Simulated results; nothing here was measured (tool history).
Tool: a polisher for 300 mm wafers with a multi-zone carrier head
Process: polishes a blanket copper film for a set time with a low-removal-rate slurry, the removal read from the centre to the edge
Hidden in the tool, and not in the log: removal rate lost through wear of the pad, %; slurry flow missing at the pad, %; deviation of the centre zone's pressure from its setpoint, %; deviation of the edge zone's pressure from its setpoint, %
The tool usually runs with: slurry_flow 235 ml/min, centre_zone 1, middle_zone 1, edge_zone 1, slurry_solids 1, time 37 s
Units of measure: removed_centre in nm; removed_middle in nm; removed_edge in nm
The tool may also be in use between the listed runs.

run   hour  slurry_flow  centre_zone  middle_zone  edge_zone  slurry_solids  time  wafers since the last listed run  wafers polished on this pad  hours since the slurry nozzle was cleaned  hours since the centre zone pressure was calibrated  hours since the edge zone pressure was calibrated  hours since the carrier head's membrane was replaced  incoming thickness of the incoming film, nm  removed_centre  removed_middle  removed_edge
  1      0          235            1            1          1              1    30                                 0                          258                                      523.2                                                  0.9                                              778.7                                                 479.5                                       1533.4            95.3              95          98.2
       6.2  -- edge zone pressure recalibrated
  2   22.4          235            1            1          1              1    30                               178                          437                                      545.6                                                 23.3                                               16.2                                                 501.9                                       1521.5            95.8            94.7          96.3
  3   47.5          235            1            1       0.95            0.9    37                               219                          657                                      570.7                                                 48.4                                               41.3                                                   527                                       1549.3           111.2             114         112.3
  4   64.3          210            1            1          1           0.85    37                               147                          804                                      587.5                                                 65.2                                               58.1                                                 543.8                                       1538.2           107.6           109.5         109.4
      85.4  -- carrier head's membrane replaced by a new one
  5   85.9          295            1            1          1           0.75    37                               145                          949                                      609.1                                                 86.8                                               79.7                                                   0.5                                       1513.5           112.4             112         109.9
  6  106.6          235         1.07            1          1              1    30                               181                         1131                                      629.8                                                107.5                                              100.4                                                  21.2                                       1497.4            98.4            90.4          93.8
  7  123.1          235            1         1.11          1            1.1    33                               144                         1275                                      646.3                                                  124                                              116.9                                                  37.7                                       1508.5           101.9           111.6         102.5
     139.3  -- slurry nozzle cleaned
  8  146.5          235         1.12         0.92       0.95              1    33                               196                         1471                                        7.2                                                147.4                                              140.3                                                  61.1                                       1517.9           126.6           104.4         107.9
  9  187.3          235         1.12            1          1            1.1    25                               357                         1829                                         48                                                188.2                                              181.1                                                 101.9                                       1524.6            95.5              87          84.4
     196.9  -- worn pad replaced by a new one
 10  215.5          235            1            1          1              1    30                               211                          163                                       76.2                                                216.4                                              209.3                                                 130.1                                       1519.8           102.4             102         101.3
 11  243.2          205         1.08            1          1            1.3    48                               242                          405                                      103.9                                                244.1                                                237                                                 157.8                                       1527.4           188.5           171.4         169.8
 12  319.8          235            1            1          1              1    37                               670                         1076                                      180.5                                                320.7                                              313.6                                                 234.4                                       1498.3           124.7             124         125.5

Estimate the outcome of run 13 from the log above:
 13  354.6          235            1            1       0.91           1.25    37                               304                         1381                                      215.3                                                355.5                                              348.4                                                 269.2                                       1519.7               ?               ?             ?

Run 13 came out at removed_centre 134.4 nm, removed_middle 130.9 nm, removed_edge 125.1 nm.
Take away the tool's hidden state, keep the run-to-run variation as it was, and the same run would have given removed_centre 136.1 nm, removed_middle 132.4 nm, removed_edge 126.1 nm.
